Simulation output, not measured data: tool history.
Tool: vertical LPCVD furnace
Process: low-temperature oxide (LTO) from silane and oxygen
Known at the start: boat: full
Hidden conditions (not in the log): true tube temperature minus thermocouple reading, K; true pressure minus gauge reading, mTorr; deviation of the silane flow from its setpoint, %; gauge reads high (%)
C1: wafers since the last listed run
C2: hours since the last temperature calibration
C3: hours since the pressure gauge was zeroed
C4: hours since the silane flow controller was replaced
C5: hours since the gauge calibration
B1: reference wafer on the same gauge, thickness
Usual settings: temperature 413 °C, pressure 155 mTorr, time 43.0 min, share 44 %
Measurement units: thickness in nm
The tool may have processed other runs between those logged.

{"run": 1, "hour": 0.0, "temperature": 413, "pressure": 155, "time": 43.0, "share": 44, "C1": 0, "C2": 2069.1, "C3": 1938.5, "C4": 3381.6, "C5": 267.9, "B1": 419.27, "thickness": 381.83}
{"run": 2, "hour": 32.7, "temperature": 413, "pressure": 155, "time": 43.0, "share": 44, "C1": 562, "C2": 2101.8, "C3": 1971.2, "C4": 3414.3, "C5": 300.6, "B1": 419.07, "thickness": 381.15}
{"run": 3, "hour": 60.1, "temperature": 413, "pressure": 155, "time": 43.0, "share": 44, "C1": 470, "C2": 2129.2, "C3": 1998.6, "C4": 3441.7, "C5": 328.0, "B1": 418.84, "thickness": 383.03}
{"run": 4, "hour": 82.5, "temperature": 413, "pressure": 155, "time": 43.0, "share": 44, "C1": 385, "C2": 2151.6, "C3": 2021.0, "C4": 3464.1, "C5": 350.4, "B1": 419.06, "thickness": 381.11}
{"run": 5, "hour": 120.9, "temperature": 413, "pressure": 155, "time": 43.0, "share": 44, "C1": 660, "C2": 2190.0, "C3": 2059.4, "C4": 3502.5, "C5": 388.8, "B1": 418.82, "thickness": 383.45}
{"run": 6, "hour": 146.3, "temperature": 413, "pressure": 155, "time": 43.0, "share": 44, "C1": 436, "C2": 2215.4, "C3": 2084.8, "C4": 3527.9, "C5": 414.2, "B1": 418.89, "thickness": 381.3}
{"run": 7, "hour": 179.9, "temperature": 413, "pressure": 155, "time": 43.0, "share": 44, "C1": 577, "C2": 2249.0, "C3": 2118.4, "C4": 3561.5, "C5": 447.8, "B1": 419.02, "thickness": 383.27}
{"hour": 196.4, "done": "gauge calibrated"}
{"run": 8, "hour": 205.0, "temperature": 413, "pressure": 155, "time": 43.0, "share": 44, "C1": 431, "C2": 2274.1, "C3": 2143.5, "C4": 3586.6, "C5": 8.6, "B1": 419.05, "thickness": 383.09}
{"hour": 245.5, "done": "thermocouples replaced and temperature profile calibrated"}
{"run": 9, "hour": 246.0, "temperature": 413, "pressure": 155, "time": 43.0, "share": 44, "C1": 292, "C2": 0.5, "C3": 2184.5, "C4": 3627.6, "C5": 49.6, "B1": 419.22, "thickness": 368.66}
{"run": 10, "hour": 250.4, "temperature": 413, "pressure": 155, "time": 43.0, "share": 44, "C1": 75, "C2": 4.9, "C3": 2188.9, "C4": 3632.0, "C5": 54.0, "B1": 418.88, "thickness": 369.95}
{"run": 11, "hour": 278.0, "temperature": 413, "pressure": 155, "time": 43.0, "share": 48, "C1": 474, "C2": 32.5, "C3": 2216.5, "C4": 3659.6, "C5": 81.6, "B1": 419.09, "thickness": 400.14}
{"hour": 321.1, "done": "pressure gauge zeroed"}
{"run": 12, "hour": 321.6, "temperature": 413, "pressure": 155, "time": 43.0, "share": 48, "C1": 336, "C2": 76.1, "C3": 0.5, "C4": 3703.2, "C5": 125.2, "B1": 418.82, "thickness": 381.99}
{"run": 13, "hour": 343.3, "temperature": 405, "pressure": 155, "time": 43.0, "share": 44, "C1": 373, "C2": 97.8, "C3": 22.2, "C4": 3724.9, "C5": 146.9, "B1": 419.42, "thickness": 325.98}
{"run": 14, "hour": 370.6, "temperature": 421, "pressure": 185, "time": 30.0, "share": 38, "C1": 469, "C2": 125.1, "C3": 49.5, "C4": 3752.2, "C5": 174.2, "B1": 419.1, "thickness": 272.77}
{"hour": 405.8, "done": "silane flow controller replaced"}
{"run": 15, "hour": 443.3, "temperature": 413, "pressure": 155, "time": 56.0, "share": 44, "C1": 837, "C2": 197.8, "C3": 122.2, "C4": 37.5, "C5": 246.9, "B1": 419.0, "thickness": 464.6}
{"run": 16, "hour": 467.7, "temperature": 423, "pressure": 155, "time": 43.0, "share": 44, "C1": 419, "C2": 222.2, "C3": 146.6, "C4": 61.9, "C5": 271.3, "B1": 419.26, "thickness": 393.77}
{"run": 17, "hour": 484.3, "temperature": 419, "pressure": 125, "time": 56.0, "share": 37, "C1": 285, "C2": 238.8, "C3": 163.2, "C4": 78.5, "C5": 287.9, "B1": 418.88, "thickness": 330.68}
{"run": 18, "hour": 496.3, "temperature": 421, "pressure": 135, "time": 59.0, "share": 47, "C1": 206, "C2": 250.8, "C3": 175.2, "C4": 90.5, "C5": 299.9, "B1": 418.96, "thickness": 492.82}
{"run": 19, "hour": 530.8, "temperature": 413, "pressure": 155, "time": 43.0, "share": 44, "C1": 593, "C2": 285.3, "C3": 209.7, "C4": 125.0, "C5": 334.4, "B1": 418.81, "thickness": 358.91}
{"run": 20, "hour": 543.0, "temperature": 425, "pressure": 155, "time": 53.0, "share": 44, "C1": 209, "C2": 297.5, "C3": 221.9, "C4": 137.2, "C5": 346.6, "B1": 419.12, "thickness": 499.93}
{"run": 21, "hour": 573.9, "temperature": 413, "pressure": 155, "time": 43.0, "share": 44, "C1": 531, "C2": 328.4, "C3": 252.8, "C4": 168.1, "C5": 377.5, "B1": 419.13, "thickness": 359.98}
{"hour": 603.0, "done": "gauge calibrated"}
{"run": 22, "hour": 603.3, "temperature": 418, "pressure": 130, "time": 43.0, "share": 44, "C1": 505, "C2": 357.8, "C3": 282.2, "C4": 197.5, "C5": 0.3, "B1": 418.87, "thickness": 318.42}
{"run": 23, "hour": 619.8, "temperature": 419, "pressure": 155, "time": 59.0, "share": 50, "C1": 283, "C2": 374.3, "C3": 298.7, "C4": 214.0, "C5": 16.8, "B1": 419.14, "thickness": 587.6}
{"run": 24, "hour": 644.4, "temperature": 413, "pressure": 155, "time": 56.0, "share": 44, "C1": 422, "C2": 398.9, "C3": 323.3, "C4": 238.6, "C5": 41.4, "B1": 418.85, "thickness": 470.63}

Each run again, without the hidden state but with its own random variation kept:
run=1 thickness=353.98
run=2 thickness=353.13
run=3 thickness=354.69
run=4 thickness=352.76
run=5 thickness=354.67
run=6 thickness=352.50
run=7 thickness=354.11
run=8 thickness=353.77
run=9 thickness=352.14
run=10 thickness=353.35
run=11 thickness=382.01
run=12 thickness=382.28
run=13 thickness=325.55
run=14 thickness=271.81
run=15 thickness=460.25
run=16 thickness=389.43
run=17 thickness=325.92
run=18 thickness=485.80
run=19 thickness=353.28
run=20 thickness=491.80
run=21 thickness=353.30
run=22 thickness=311.11
run=23 thickness=575.26
run=24 thickness=459.83
